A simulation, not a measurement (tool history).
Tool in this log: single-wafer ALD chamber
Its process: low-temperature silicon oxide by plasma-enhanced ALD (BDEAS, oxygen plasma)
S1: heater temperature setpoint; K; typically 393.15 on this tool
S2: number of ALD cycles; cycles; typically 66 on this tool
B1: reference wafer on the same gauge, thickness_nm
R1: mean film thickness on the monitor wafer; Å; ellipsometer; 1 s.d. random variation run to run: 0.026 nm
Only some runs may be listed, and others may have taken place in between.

{"run": 1, "day": 0.0, "S1": 393.15, "S2": 74, "B1": 10.899, "R1": 115.21}
{"run": 2, "day": 4.133, "S1": 393.15, "S2": 66, "B1": 10.906, "R1": 102.33}
{"run": 3, "day": 5.908, "S1": 393.15, "S2": 66, "B1": 10.903, "R1": 102.47}
{"run": 4, "day": 8.338, "S1": 389.15, "S2": 66, "B1": 10.907, "R1": 103.4}
{"run": 5, "day": 11.867, "S1": 389.15, "S2": 66, "B1": 10.903, "R1": 103.85}
{"run": 6, "day": 15.004, "S1": 382.15, "S2": 66, "B1": 10.895, "R1": 104.54}
{"run": 7, "day": 17.183, "S1": 382.15, "S2": 66, "B1": 10.889, "R1": 104.52}
{"run": 8, "day": 21.667, "S1": 382.15, "S2": 66, "B1": 10.899, "R1": 104.63}
{"run": 9, "day": 25.162, "S1": 393.15, "S2": 66, "B1": 10.892, "R1": 102.46}
{"run": 10, "day": 28.825, "S1": 393.15, "S2": 66, "B1": 10.899, "R1": 102.76}
{"run": 11, "day": 31.7, "S1": 393.15, "S2": 66, "B1": 10.905, "R1": 102.23}
{"run": 12, "day": 34.992, "S1": 393.15, "S2": 66, "B1": 10.899, "R1": 102.32}
{"run": 13, "day": 38.396, "S1": 393.15, "S2": 66, "B1": 10.896, "R1": 102.64}
{"run": 14, "day": 40.108, "S1": 393.15, "S2": 66, "B1": 10.903, "R1": 102.01}
{"run": 15, "day": 44.25, "S1": 393.15, "S2": 66, "B1": 10.897, "R1": 102.73}
{"run": 16, "day": 47.583, "S1": 393.15, "S2": 66, "B1": 10.896, "R1": 102.22}
{"run": 17, "day": 50.742, "S1": 393.15, "S2": 66, "B1": 10.897, "R1": 102.36}
{"run": 18, "day": 54.054, "S1": 393.15, "S2": 66, "B1": 10.901, "R1": 101.97}
{"run": 19, "day": 58.283, "S1": 382.15, "S2": 79, "B1": 10.902, "R1": 124.65}
{"run": 20, "day": 61.583, "S1": 407.15, "S2": 70, "B1": 10.899, "R1": 106.1}
{"run": 21, "day": 74.462, "S1": 380.15, "S2": 74, "B1": 10.896, "R1": 116.68}
{"day": 74.496, "done": "gauge calibrated"}
{"run": 22, "day": 78.279, "S1": 393.15, "S2": 57, "B1": 10.899, "R1": 87.79}
{"run": 23, "day": 81.058, "S1": 384.15, "S2": 77, "B1": 10.898, "R1": 120.68}
{"run": 24, "day": 82.679, "S1": 393.15, "S2": 66, "B1": 10.892, "R1": 101.85}
{"day": 84.75, "done": "thermocouple changed; heater temperature recalibrated"}
{"run": 25, "day": 85.254, "S1": 381.15, "S2": 75, "B1": 10.899, "R1": 120.14}
{"run": 26, "day": 88.579, "S1": 403.15, "S2": 57, "B1": 10.9, "R1": 87.08}
{"run": 27, "day": 91.079, "S1": 407.15, "S2": 70, "B1": 10.907, "R1": 106.1}
{"run": 28, "day": 94.1, "S1": 400.15, "S2": 66, "B1": 10.907, "R1": 102}
{"run": 29, "day": 97.279, "S1": 393.15, "S2": 66, "B1": 10.9, "R1": 102.39}
{"run": 30, "day": 101.262, "S1": 393.15, "S2": 66, "B1": 10.898, "R1": 102.75}
{"run": 31, "day": 103.129, "S1": 393.15, "S2": 66, "B1": 10.903, "R1": 102.8}
{"run": 32, "day": 111.067, "S1": 402.15, "S2": 53, "B1": 10.903, "R1": 80.79}
{"run": 33, "day": 113.079, "S1": 380.15, "S2": 55, "B1": 10.899, "R1": 87.24}

Give the tool's hidden conditions for every run:
gauge reads high (%): 0 on each run
H1: wafer temperature above the value expected at the setpoint (K)
run=1 H1=-0.141
run=2 H1=0.134
run=3 H1=0.252
run=4 H1=0.413
run=5 H1=0.648
run=6 H1=0.856
run=7 H1=1
run=8 H1=1.3
run=9 H1=1.53
run=10 H1=1.78
run=11 H1=1.97
run=12 H1=2.19
run=13 H1=2.41
run=14 H1=2.53
run=15 H1=2.8
run=16 H1=3.02
run=17 H1=3.23
run=18 H1=3.45
run=19 H1=3.73
run=20 H1=3.95
run=21 H1=4.81
run=22 H1=5.06
run=23 H1=5.25
run=24 H1=5.36
run=25 H1=-0.593
run=26 H1=-0.372
run=27 H1=-0.206
run=28 H1=-0.00514
run=29 H1=0.206
run=30 H1=0.471
run=31 H1=0.595
run=32 H1=1.12
run=33 H1=1.26
